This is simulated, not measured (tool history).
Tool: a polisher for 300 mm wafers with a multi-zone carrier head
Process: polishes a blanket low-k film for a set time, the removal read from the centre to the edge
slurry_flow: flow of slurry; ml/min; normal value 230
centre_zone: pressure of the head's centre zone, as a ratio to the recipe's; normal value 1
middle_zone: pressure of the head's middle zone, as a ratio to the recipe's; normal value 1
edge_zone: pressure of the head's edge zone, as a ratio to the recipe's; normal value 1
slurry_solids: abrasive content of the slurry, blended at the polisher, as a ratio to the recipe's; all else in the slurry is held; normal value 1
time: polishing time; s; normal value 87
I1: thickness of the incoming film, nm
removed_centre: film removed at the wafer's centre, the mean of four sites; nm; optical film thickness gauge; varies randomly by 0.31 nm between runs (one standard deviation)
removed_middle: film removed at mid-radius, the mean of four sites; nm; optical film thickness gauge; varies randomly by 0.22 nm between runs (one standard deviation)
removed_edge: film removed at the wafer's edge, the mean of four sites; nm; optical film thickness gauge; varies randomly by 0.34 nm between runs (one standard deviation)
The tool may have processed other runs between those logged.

run 1 day=0 | slurry_flow=230 centre_zone=1 middle_zone=1 edge_zone=0.96 slurry_solids=1 time=87 | I1=646.1 | removed_centre=25.2 removed_middle=25.8 removed_edge=24.8
run 2 day=1.179 | slurry_flow=230 centre_zone=1 middle_zone=1 edge_zone=0.96 slurry_solids=1 time=87 | I1=636.5 | removed_centre=25.5 removed_middle=25.6 removed_edge=25.7
run 3 day=2.612 | slurry_flow=230 centre_zone=1 middle_zone=1 edge_zone=1 slurry_solids=1.15 time=87 | I1=634.4 | removed_centre=26.7 removed_middle=27.6 removed_edge=27.1
-- day=4.004 worn pad replaced by a new one
run 4 day=4.062 | slurry_flow=230 centre_zone=1 middle_zone=1 edge_zone=1 slurry_solids=1.15 time=87 | I1=643.9 | removed_centre=26.5 removed_middle=27.5 removed_edge=27.2
run 5 day=5.175 | slurry_flow=230 centre_zone=1 middle_zone=1 edge_zone=1 slurry_solids=1.15 time=87 | I1=642 | removed_centre=27.1 removed_middle=27.3 removed_edge=27
-- day=5.846 edge zone pressure recalibrated
-- day=5.908 carrier head's membrane replaced by a new one
run 6 day=8.696 | slurry_flow=230 centre_zone=1 middle_zone=1 edge_zone=1 slurry_solids=0.85 time=87 | I1=628.2 | removed_centre=23.2 removed_middle=23.4 removed_edge=23
run 7 day=10.171 | slurry_flow=230 centre_zone=1 middle_zone=1 edge_zone=1 slurry_solids=0.85 time=87 | I1=633.7 | removed_centre=22.5 removed_middle=23.1 removed_edge=24
-- day=11 worn pad replaced by a new one
run 8 day=11.192 | slurry_flow=230 centre_zone=0.92 middle_zone=1 edge_zone=1 slurry_solids=1.1 time=87 | I1=631.9 | removed_centre=24.3 removed_middle=26.4 removed_edge=25.7
run 9 day=11.821 | slurry_flow=200 centre_zone=1 middle_zone=1 edge_zone=1 slurry_solids=1 time=105 | I1=649.4 | removed_centre=29.8 removed_middle=29.8 removed_edge=30.4
run 10 day=12.517 | slurry_flow=230 centre_zone=0.96 middle_zone=1.12 edge_zone=1 slurry_solids=1 time=115 | I1=631.6 | removed_centre=32 removed_middle=36.3 removed_edge=33
run 11 day=13.208 | slurry_flow=230 centre_zone=1 middle_zone=1 edge_zone=1.09 slurry_solids=1 time=87 | I1=634.3 | removed_centre=23.8 removed_middle=25.2 removed_edge=25.8
run 12 day=13.817 | slurry_flow=230 centre_zone=1 middle_zone=1 edge_zone=1 slurry_solids=1 time=70 | I1=646.1 | removed_centre=19.7 removed_middle=20.1 removed_edge=19.6
-- day=15.867 slurry nozzle cleaned
run 13 day=16.058 | slurry_flow=230 centre_zone=1 middle_zone=1 edge_zone=1 slurry_solids=1 time=87 | I1=650.6 | removed_centre=25.9 removed_middle=26.1 removed_edge=25.5
run 14 day=17.179 | slurry_flow=230 centre_zone=1 middle_zone=1 edge_zone=1 slurry_solids=1 time=73 | I1=634.2 | removed_centre=21.6 removed_middle=21.6 removed_edge=21.9
-- day=17.904 worn pad replaced by a new one
run 15 day=17.925 | slurry_flow=230 centre_zone=1 middle_zone=1 edge_zone=1 slurry_solids=0.85 time=87 | I1=644.4 | removed_centre=23.4 removed_middle=24 removed_edge=23.6
-- day=18.367 centre zone pressure recalibrated
run 16 day=18.879 | slurry_flow=190 centre_zone=1 middle_zone=0.97 edge_zone=1 slurry_solids=1.3 time=111 | I1=640.9 | removed_centre=36.3 removed_middle=35.8 removed_edge=37
run 17 day=20.154 | slurry_flow=195 centre_zone=1.04 middle_zone=1 edge_zone=1 slurry_solids=1 time=87 | I1=650.2 | removed_centre=26 removed_middle=25.5 removed_edge=26.2
-- day=24.346 worn pad replaced by a new one
run 18 day=24.367 | slurry_flow=230 centre_zone=1 middle_zone=1.08 edge_zone=1 slurry_solids=1 time=87 | I1=641.5 | removed_centre=25.8 removed_middle=27.4 removed_edge=26.2
run 19 day=24.9 | slurry_flow=230 centre_zone=1 middle_zone=1.11 edge_zone=1 slurry_solids=1 time=87 | I1=647.8 | removed_centre=25.5 removed_middle=28.5 removed_edge=25.5
run 20 day=25.85 | slurry_flow=230 centre_zone=1.03 middle_zone=1 edge_zone=1.1 slurry_solids=1 time=87 | I1=639.7 | removed_centre=26 removed_middle=25.9 removed_edge=27.2
run 21 day=26.5 | slurry_flow=230 centre_zone=1 middle_zone=0.95 edge_zone=1.12 slurry_solids=1 time=87 | I1=646.9 | removed_centre=25.8 removed_middle=24.8 removed_edge=26.1

Each row is a separate what-if for the run after 21, all from the same tool condition, not one after another. Results?
run A day=26.521 | slurry_flow=230 centre_zone=1 middle_zone=1 edge_zone=1 slurry_solids=1 time=87 | I1=645 | removed_centre=? removed_middle=? removed_edge=?
run B day=26.521 | slurry_flow=155 centre_zone=1.11 middle_zone=1 edge_zone=1 slurry_solids=1 time=87 | I1=645 | removed_centre=? removed_middle=? removed_edge=?
run C day=26.521 | slurry_flow=230 centre_zone=1 middle_zone=1 edge_zone=1 slurry_solids=1 time=69 | I1=645 | removed_centre=? removed_middle=? removed_edge=?
run D day=26.521 | slurry_flow=230 centre_zone=1.09 middle_zone=1.08 edge_zone=1 slurry_solids=1 time=87 | I1=645 | removed_centre=? removed_middle=? removed_edge=?
run E day=26.521 | slurry_flow=205 centre_zone=1 middle_zone=1 edge_zone=1 slurry_solids=1 time=87 | I1=645 | removed_centre=? removed_middle=? removed_edge=?

run=A removed_centre=25.8 removed_middle=26.3 removed_edge=25.4
run=B removed_centre=26.9 removed_middle=25.4 removed_edge=24.8
run=C removed_centre=20.5 removed_middle=20.8 removed_edge=20.1
run=D removed_centre=27.5 removed_middle=28 removed_edge=25.3
run=E removed_centre=25.5 removed_middle=26 removed_edge=25.2
Stripped of hidden state, with their random variation kept, the same runs would have yielded:
run=A removed_centre=26 removed_middle=26.4 removed_edge=25.5
run=B removed_centre=27.1 removed_middle=25.6 removed_edge=24.9
run=C removed_centre=20.6 removed_middle=21 removed_edge=20.2
run=D removed_centre=27.7 removed_middle=28.2 removed_edge=25.4
run=E removed_centre=25.7 removed_middle=26.2 removed_edge=25.3
